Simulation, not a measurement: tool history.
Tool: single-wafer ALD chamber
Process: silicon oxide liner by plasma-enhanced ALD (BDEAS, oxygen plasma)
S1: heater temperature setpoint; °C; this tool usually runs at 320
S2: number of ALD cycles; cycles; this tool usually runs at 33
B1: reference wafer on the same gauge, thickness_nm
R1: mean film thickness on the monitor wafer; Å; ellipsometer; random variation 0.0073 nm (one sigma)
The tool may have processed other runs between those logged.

Run 1, hour 0: usual settings; B1 2.341. Result: R1 28.66 Å.
Run 2, hour 36.4: usual settings but S1 310 °C; B1 2.344. Result: R1 29.09 Å.
Run 3, hour 76.5: usual settings but S2 37 cycles; B1 2.338. Result: R1 32.17 Å.
Run 4, hour 127.5: usual settings but S2 37 cycles; B1 2.335. Result: R1 32.02 Å.
Run 5, hour 164.5: usual settings but S2 37 cycles; B1 2.333. Result: R1 32 Å.
Run 6, hour 199.4: usual settings; B1 2.335. Result: R1 28.62 Å.
Run 7, hour 263.5: usual settings; B1 2.327. Result: R1 28.59 Å.
At hour 396.3: gauge calibrated.
Run 8, hour 435.3: usual settings but S1 326 °C, S2 30 cycles; B1 2.378. Result: R1 26.4 Å.
Run 9, hour 489.2: usual settings but S1 326 °C, S2 30 cycles; B1 2.376. Result: R1 26.23 Å.
Run 10, hour 527.7: usual settings; B1 2.372. Result: R1 29.06 Å.
At hour 581.1: thermocouple changed; heater temperature recalibrated.
Run 11, hour 595.3: usual settings; B1 2.368. Result: R1 29.12 Å.
Run 12, hour 651.6: usual settings; B1 2.363. Result: R1 28.98 Å.
Run 13, hour 700.8: usual settings but S1 328 °C, S2 30 cycles; B1 2.359. Result: R1 26.16 Å.
Run 14, hour 766.4: usual settings but S1 328 °C, S2 30 cycles; B1 2.359. Result: R1 25.99 Å.
Run 15, hour 832.8: usual settings but S1 328 °C, S2 30 cycles; B1 2.358. Result: R1 25.96 Å.
Run 16, hour 892: usual settings but S1 308 °C, S2 37 cycles; B1 2.35. Result: R1 32.94 Å.
Run 17, hour 919.5: usual settings but S1 308 °C, S2 37 cycles; B1 2.349. Result: R1 32.81 Å.
Run 18, hour 969: usual settings but S1 308 °C, S2 37 cycles; B1 2.343. Result: R1 32.65 Å.
Run 19, hour 1002.8: usual settings but S1 325 °C, S2 39 cycles; B1 2.343. Result: R1 33.75 Å.
Run 20, hour 1061.7: usual settings but S2 35 cycles; B1 2.341. Result: R1 30.48 Å.
Run 21, hour 1087.7: usual settings but S1 312 °C; B1 2.341. Result: R1 28.99 Å.
Run 22, hour 1153.8: usual settings but S1 327 °C, S2 27 cycles; B1 2.332. Result: R1 23.21 Å.
At hour 1171.1: gauge calibrated.
Run 23, hour 1219.3: usual settings but S1 310 °C, S2 29 cycles; B1 2.375. Result: R1 25.91 Å.
Run 24, hour 1271.8: usual settings; B1 2.371. Result: R1 29.1 Å.
Run 25, hour 1312.5: usual settings but S1 314 °C, S2 30 cycles; B1 2.367. Result: R1 26.56 Å.
Run 26, hour 1374: usual settings but S1 315 °C, S2 39 cycles; B1 2.365. Result: R1 34.33 Å.
Run 27, hour 1418.7: usual settings; B1 2.361. Result: R1 28.89 Å.
Run 28, hour 1448.8: usual settings; B1 2.357. Result: R1 28.91 Å.
Run 29, hour 1511.8: usual settings but S1 331 °C, S2 30 cycles; B1 2.356. Result: R1 26 Å.
Run 30, hour 1545.5: usual settings but S1 334 °C; B1 2.355. Result: R1 28.31 Å.
Run 31, hour 1572.1: usual settings but S1 331 °C, S2 30 cycles; B1 2.351. Result: R1 25.9 Å.
Run 32, hour 1598: usual settings but S1 305 °C, S2 27 cycles; B1 2.352. Result: R1 24.07 Å.
Run 33, hour 1666.9: usual settings but S2 29 cycles; B1 2.346. Result: R1 25.44 Å.
Run 34, hour 1698.6: usual settings but S2 36 cycles; B1 2.344. Result: R1 31.33 Å.
Run 35, hour 1745.7: usual settings but S1 328 °C, S2 36 cycles; B1 2.342. Result: R1 30.96 Å.
Run 36, hour 1807.6: usual settings but S1 326 °C, S2 36 cycles; B1 2.338. Result: R1 30.96 Å.

Per-run results on a tool with no hidden state, each run keeping its own random variation:
The hidden state here: wafer temperature above the value expected at the setpoint (K); gauge reads high (%).
run     R1
  1  28.98
  2  29.45
  3   32.6
  4  32.49
  5   32.5
  6   29.1
  7  29.11
  8  26.31
  9  26.18
 10  29.03
 11  29.14
 12  29.04
 13  26.24
 14  26.12
 15  26.14
 16  33.21
 17   33.1
 18  32.98
 19  34.12
 20  30.86
 21  29.37
 22  23.56
 23  25.87
 24  29.11
 25  26.59
 26  34.42
 27     29
 28  29.04
 29  26.16
 30  28.51
 31   26.1
 32  24.27
 33   25.7
 34  31.67
 35  31.33
 36  31.38

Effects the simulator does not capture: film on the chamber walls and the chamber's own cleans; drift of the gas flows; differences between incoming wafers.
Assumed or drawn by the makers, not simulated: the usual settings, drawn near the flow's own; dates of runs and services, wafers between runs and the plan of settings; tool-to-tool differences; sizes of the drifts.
